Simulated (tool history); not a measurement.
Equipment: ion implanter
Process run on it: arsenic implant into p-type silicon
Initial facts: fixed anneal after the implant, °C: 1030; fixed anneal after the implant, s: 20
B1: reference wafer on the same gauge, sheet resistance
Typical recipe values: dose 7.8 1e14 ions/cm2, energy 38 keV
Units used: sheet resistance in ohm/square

{"run": 1, "hour": 0.0, "dose": 6.97, "energy": 38, "B1": 111.71, "sheet resistance": 149.24}
{"run": 2, "hour": 17.4, "dose": 7.8, "energy": 38, "B1": 112.13, "sheet resistance": 137.74}
{"run": 3, "hour": 35.5, "dose": 7.8, "energy": 45.5, "B1": 112.19, "sheet resistance": 133.54}
{"run": 4, "hour": 69.2, "dose": 7.8, "energy": 45.5, "B1": 111.9, "sheet resistance": 134.85}
{"run": 5, "hour": 88.8, "dose": 7.8, "energy": 45.5, "B1": 112.14, "sheet resistance": 134}
{"run": 6, "hour": 117.4, "dose": 7.8, "energy": 38, "B1": 112.06, "sheet resistance": 137.68}
{"run": 7, "hour": 138.6, "dose": 7.8, "energy": 38, "B1": 111.89, "sheet resistance": 138.64}
{"run": 8, "hour": 152.8, "dose": 7.8, "energy": 38, "B1": 111.99, "sheet resistance": 138.78}
{"run": 9, "hour": 175.5, "dose": 7.8, "energy": 38, "B1": 111.99, "sheet resistance": 138.7}
{"run": 10, "hour": 197.6, "dose": 7.8, "energy": 38, "B1": 111.98, "sheet resistance": 139.68}
{"run": 11, "hour": 210.0, "dose": 9.42, "energy": 38, "B1": 111.88, "sheet resistance": 121.96}
{"run": 12, "hour": 257.6, "dose": 7.8, "energy": 38, "B1": 112.16, "sheet resistance": 139.69}
{"hour": 291.9, "done": "Faraday cup replaced and dose calibrated"}
{"run": 13, "hour": 364.4, "dose": 8.95, "energy": 38, "B1": 111.93, "sheet resistance": 129.99}
{"run": 14, "hour": 390.5, "dose": 8.95, "energy": 38, "B1": 112.06, "sheet resistance": 127.7}
{"run": 15, "hour": 421.3, "dose": 7.8, "energy": 38, "B1": 112.25, "sheet resistance": 142.46}
{"run": 16, "hour": 447.3, "dose": 7.8, "energy": 38, "B1": 112.08, "sheet resistance": 141.79}
{"hour": 503.7, "done": "Faraday cup replaced and dose calibrated, repeated, since the last time left the tool worse"}
{"run": 17, "hour": 542.2, "dose": 10.03, "energy": 30, "B1": 112.07, "sheet resistance": 117.69}
{"run": 18, "hour": 564.2, "dose": 7.8, "energy": 33.5, "B1": 112.16, "sheet resistance": 139.13}
{"run": 19, "hour": 596.0, "dose": 9.39, "energy": 34.5, "B1": 112.07, "sheet resistance": 120.22}
{"run": 20, "hour": 616.8, "dose": 9.24, "energy": 27, "B1": 111.94, "sheet resistance": 126.05}
{"run": 21, "hour": 649.6, "dose": 5.73, "energy": 48.5, "B1": 112.11, "sheet resistance": 163.36}
{"hour": 658.6, "done": "gauge calibrated"}
{"run": 22, "hour": 684.0, "dose": 8.79, "energy": 43, "B1": 111.8, "sheet resistance": 121.44}

Forecast run 23:
{"run": 23, "hour": 705.1, "dose": 7.8, "energy": 38, "B1": "?", "sheet resistance": "?"}

For run 23 the tool returned B1 111.67, sheet resistance 135.32 ohm/square.
The same run, on a tool lacking any hidden state, would have yielded sheet resistance 135.83 ohm/square.
